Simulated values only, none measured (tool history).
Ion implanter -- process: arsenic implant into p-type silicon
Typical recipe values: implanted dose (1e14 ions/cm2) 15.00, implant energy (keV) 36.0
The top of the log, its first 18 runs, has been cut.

run,hour,implanted dose (1e14 ions/cm2),implant energy (keV),"read-back reference wafer on the same gauge, sheet resistance",sheet resistance of the implanted and annealed layer (ohm/square)
# hour 826.6: gauge calibrated
19,861.0,15.00,41.5,103.05,86.54
20,903.6,18.19,41.0,102.89,79.56
21,942.1,13.69,40.5,102.87,90.62
22,979.9,15.00,36.0,102.78,89.74
23,1019.1,15.00,36.0,102.77,90.10
24,1050.5,18.86,41.0,102.74,78.51
25,1227.4,17.35,44.0,103.13,79.36
26,1259.5,13.56,31.5,103.00,97.42
27,1303.2,15.00,36.0,103.04,89.94
28,1327.8,10.55,36.0,103.05,108.21
29,1367.7,15.00,41.5,103.19,86.75
30,1413.6,16.21,44.5,103.00,81.69
31,1462.0,17.88,42.5,102.93,79.04
32,1511.8,18.05,29.0,102.92,90.14
33,1575.0,15.00,36.0,103.15,90.11
34,1634.4,15.00,29.5,102.86,95.52
35,1688.9,19.40,46.0,103.00,74.55
36,1759.6,16.92,27.5,102.79,94.14
37,1928.3,16.78,32.0,102.81,90.53

4 options for the next run, each taken on its own from the tool as it stands now. Forecast them:
A,1928.7,15.00,36.0,?,?
B,1928.7,13.67,36.0,?,?
C,1928.7,15.00,44.5,?,?
D,1928.7,13.34,44.0,?,?

run,"read-back reference wafer on the same gauge, sheet resistance",sheet resistance of the implanted and annealed layer (ohm/square)
A,102.71,91.34
B,102.71,95.48
C,102.71,86.13
D,102.71,92.00
With no hidden state in the tool, these same runs would have given:
run,sheet resistance of the implanted and annealed layer (ohm/square)
A,89.94
B,93.86
C,84.62
D,90.23
